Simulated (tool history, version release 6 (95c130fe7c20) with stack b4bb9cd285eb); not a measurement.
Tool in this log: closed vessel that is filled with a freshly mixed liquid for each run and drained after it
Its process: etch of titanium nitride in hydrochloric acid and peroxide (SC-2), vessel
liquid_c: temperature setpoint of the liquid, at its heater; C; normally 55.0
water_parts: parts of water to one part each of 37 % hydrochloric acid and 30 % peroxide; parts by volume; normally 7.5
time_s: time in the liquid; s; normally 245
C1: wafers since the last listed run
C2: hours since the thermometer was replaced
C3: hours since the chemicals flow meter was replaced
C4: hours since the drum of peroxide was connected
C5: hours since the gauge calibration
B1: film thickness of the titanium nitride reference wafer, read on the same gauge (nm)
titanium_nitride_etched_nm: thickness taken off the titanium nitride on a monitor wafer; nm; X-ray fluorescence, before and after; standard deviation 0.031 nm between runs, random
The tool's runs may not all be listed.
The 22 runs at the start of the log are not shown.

{"run": 23, "hour": 508.8, "liquid_c": 58.5, "water_parts": 4.0, "time_s": 380, "C1": 1502, "C2": 17.6, "C3": 80.2, "C4": 197.0, "C5": 328.8, "B1": 139.97, "titanium_nitride_etched_nm": 31.34}
{"run": 24, "hour": 543.2, "liquid_c": 57.5, "water_parts": 4.0, "time_s": 370, "C1": 3022, "C2": 52.0, "C3": 114.6, "C4": 231.4, "C5": 363.2, "B1": 140.03, "titanium_nitride_etched_nm": 28.56}
{"run": 25, "hour": 578.7, "liquid_c": 55.0, "water_parts": 7.5, "time_s": 380, "C1": 3119, "C2": 87.5, "C3": 150.1, "C4": 266.9, "C5": 398.7, "B1": 140.01, "titanium_nitride_etched_nm": 15.81}
{"run": 26, "hour": 594.9, "liquid_c": 55.0, "water_parts": 7.5, "time_s": 245, "C1": 1423, "C2": 103.7, "C3": 166.3, "C4": 283.1, "C5": 414.9, "B1": 139.96, "titanium_nitride_etched_nm": 10.19}
{"run": 27, "hour": 621.0, "liquid_c": 55.0, "water_parts": 5.5, "time_s": 165, "C1": 2293, "C2": 129.8, "C3": 192.4, "C4": 309.2, "C5": 441.0, "B1": 140.05, "titanium_nitride_etched_nm": 8.71}
{"run": 28, "hour": 638.0, "liquid_c": 57.5, "water_parts": 5.5, "time_s": 125, "C1": 1493, "C2": 146.8, "C3": 209.4, "C4": 326.2, "C5": 458.0, "B1": 140.02, "titanium_nitride_etched_nm": 7.78}
{"run": 29, "hour": 713.1, "liquid_c": 55.0, "water_parts": 7.5, "time_s": 245, "C1": 6599, "C2": 221.9, "C3": 284.5, "C4": 401.3, "C5": 533.1, "B1": 140.02, "titanium_nitride_etched_nm": 10.2}
{"run": 30, "hour": 739.2, "liquid_c": 55.0, "water_parts": 4.0, "time_s": 245, "C1": 2293, "C2": 248.0, "C3": 310.6, "C4": 427.4, "C5": 559.2, "B1": 140.0, "titanium_nitride_etched_nm": 16.26}

Branching from run 30: 3 alternative next runs. What would each branch give?
{"run": "A", "hour": 739.9, "liquid_c": 55.0, "water_parts": 7.5, "time_s": 345, "C1": 61, "C2": 248.7, "C3": 311.3, "C4": 428.1, "C5": 559.9, "B1": "?", "titanium_nitride_etched_nm": "?"}
{"run": "B", "hour": 739.9, "liquid_c": 48.0, "water_parts": 7.5, "time_s": 320, "C1": 61, "C2": 248.7, "C3": 311.3, "C4": 428.1, "C5": 559.9, "B1": "?", "titanium_nitride_etched_nm": "?"}
{"run": "C", "hour": 739.9, "liquid_c": 63.0, "water_parts": 10.5, "time_s": 150, "C1": 61, "C2": 248.7, "C3": 311.3, "C4": 428.1, "C5": 559.9, "B1": "?", "titanium_nitride_etched_nm": "?"}

run=A B1=140.00 titanium_nitride_etched_nm=14.47
run=B B1=140.00 titanium_nitride_etched_nm=8.46
run=C B1=140.00 titanium_nitride_etched_nm=7.92
Take away the tool's hidden state, keep each run's random variation, and the runs would have read:
run=A titanium_nitride_etched_nm=14.28
run=B titanium_nitride_etched_nm=8.34
run=C titanium_nitride_etched_nm=7.82
